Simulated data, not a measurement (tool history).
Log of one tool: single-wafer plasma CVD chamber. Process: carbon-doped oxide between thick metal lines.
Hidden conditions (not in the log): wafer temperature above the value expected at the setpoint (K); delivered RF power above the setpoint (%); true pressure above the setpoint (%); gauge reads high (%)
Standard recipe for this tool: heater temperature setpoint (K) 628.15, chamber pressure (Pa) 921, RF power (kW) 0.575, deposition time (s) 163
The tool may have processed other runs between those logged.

run,day,heater temperature setpoint (K),chamber pressure (Pa),RF power (kW),deposition time (s),wafers since the last listed run,hours since the last thermocouple change,hours since the last RF generator calibration,hours since the last manometer calibration,hours since the showerhead was replaced,hours since the gauge calibration,"read-back reference wafer on the same gauge, thickness_nm",mean film thickness on the monitor wafer (angstrom)
1,0.000,628.15,921,0.575,163,0,1470.1,995.1,1902.2,2216.0,29.4,707.117,7836.58
2,0.658,624.15,921,0.575,180,89,1485.9,1010.9,1918.0,2231.8,45.2,707.062,8750.84
3,1.071,628.15,921,0.575,163,55,1495.8,1020.8,1927.9,2241.7,55.1,707.150,7861.32
# day 1.583: thermocouple changed; heater temperature recalibrated
4,1.612,628.15,921,0.575,163,28,0.7,1033.8,1940.9,2254.7,68.1,706.845,7859.48
# day 2.829: RF generator calibrated
# day 3.438: showerhead replaced, of another model than before
5,3.458,628.15,921,0.575,163,159,45.0,15.1,1985.2,0.5,112.4,707.094,8133.60
6,4.088,628.15,921,0.575,163,85,60.1,30.2,2000.3,15.6,127.5,706.971,8132.21
7,4.829,628.15,921,0.575,163,100,77.9,48.0,2018.1,33.4,145.3,707.073,8109.26
8,5.108,628.15,921,0.575,163,37,84.6,54.7,2024.8,40.1,152.0,707.008,8091.81
9,5.592,632.15,921,0.500,163,65,96.2,66.3,2036.4,51.7,163.6,706.951,7681.70
10,6.317,628.15,921,0.575,163,98,113.6,83.7,2053.8,69.1,181.0,707.135,8109.16
11,6.758,628.15,921,0.575,163,59,124.2,94.3,2064.4,79.7,191.6,707.044,8087.80
12,7.042,628.15,921,0.575,150,38,131.0,101.1,2071.2,86.5,198.4,706.937,7442.17
13,7.908,634.15,1025,0.530,152,117,151.8,121.9,2092.0,107.3,219.2,706.842,7263.46
14,8.308,628.15,1088,0.575,163,54,161.4,131.5,2101.6,116.9,228.8,707.049,8095.53
15,8.583,641.15,921,0.645,163,37,168.0,138.1,2108.2,123.5,235.4,707.091,8150.36
# day 9.425: capacitance manometer re-zeroed and calibrated
16,9.446,632.15,1007,0.490,134,71,188.7,158.8,0.5,144.2,256.1,707.132,6260.14
17,9.871,628.15,921,0.575,163,57,198.9,169.0,10.7,154.4,266.3,707.145,8085.00
# day 9.979: gauge calibrated
18,10.392,628.15,921,0.685,135,70,211.4,181.5,23.2,166.9,9.9,707.047,7073.44
19,10.854,632.15,1024,0.670,193,62,222.5,192.6,34.3,178.0,21.0,706.800,9928.90
20,11.142,628.15,921,0.575,163,38,229.4,199.5,41.2,184.9,27.9,706.966,8029.83
21,11.654,620.15,1059,0.575,163,69,241.7,211.8,53.5,197.2,40.2,707.224,8213.51
22,12.308,624.15,921,0.605,163,88,257.4,227.5,69.2,212.9,55.9,706.806,8250.71
23,13.008,628.15,743,0.575,173,94,274.2,244.3,86.0,229.7,72.7,706.928,8458.18
24,13.379,621.15,812,0.575,149,50,283.1,253.2,94.9,238.6,81.6,707.414,7430.63
25,14.125,623.15,921,0.685,136,100,301.0,271.1,112.8,256.5,99.5,706.883,7122.54

Run 26 is up next; what results do you expect?
26,14.404,628.15,1104,0.460,134,37,307.7,277.8,119.5,263.2,106.2,?,?

{"run 26": {"read-back reference wafer on the same gauge, thickness_nm": 707.061, "mean film thickness on the monitor wafer (angstrom)": 6214.84}}
Were there no unlogged condition in the tool, this run, its random variation unchanged, would have produced mean film thickness on the monitor wafer (angstrom) 6326.42.
